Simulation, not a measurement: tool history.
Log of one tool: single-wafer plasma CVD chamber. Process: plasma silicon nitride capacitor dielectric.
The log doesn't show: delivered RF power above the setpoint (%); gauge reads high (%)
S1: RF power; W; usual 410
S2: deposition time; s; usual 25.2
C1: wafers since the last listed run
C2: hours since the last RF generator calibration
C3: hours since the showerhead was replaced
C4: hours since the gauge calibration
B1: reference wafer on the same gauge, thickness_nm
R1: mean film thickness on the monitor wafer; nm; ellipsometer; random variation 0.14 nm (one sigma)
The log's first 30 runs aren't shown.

run,day,S1,S2,C1,C2,C3,C4,B1,R1
31,32.704,410,25.2,607,241.3,274.2,255.2,42.577,36.206
32,33.288,410,25.2,342,255.3,288.2,269.2,42.479,35.868
33,33.929,335,20.7,376,270.7,303.6,284.6,42.521,27.541
34,35.417,360,23.7,873,306.4,339.3,320.3,42.520,32.127
35,36.571,380,26.9,678,334.1,367.0,348.0,42.546,37.173
36,37.250,460,25.2,399,350.4,383.3,364.3,42.499,37.565
37,38.042,375,22.0,465,369.4,402.3,383.3,42.539,30.450
38,39.275,410,22.6,724,399.0,431.9,412.9,42.514,32.208

5 ways to go on from here, each from the tool as it stands after run 38. What would each give?
A,39.292,475,25.2,9,399.4,432.3,413.3,?,?
B,39.292,450,20.9,9,399.4,432.3,413.3,?,?
C,39.292,370,21.1,9,399.4,432.3,413.3,?,?
D,39.292,340,23.5,9,399.4,432.3,413.3,?,?
E,39.292,450,26.7,9,399.4,432.3,413.3,?,?

run,B1,R1
A,42.460,37.782
B,42.460,30.756
C,42.460,28.985
D,42.460,31.312
E,42.460,39.292
Without the tool's hidden state the same runs would have given:
run,R1
A,37.942
B,30.887
C,29.108
D,31.445
E,39.459
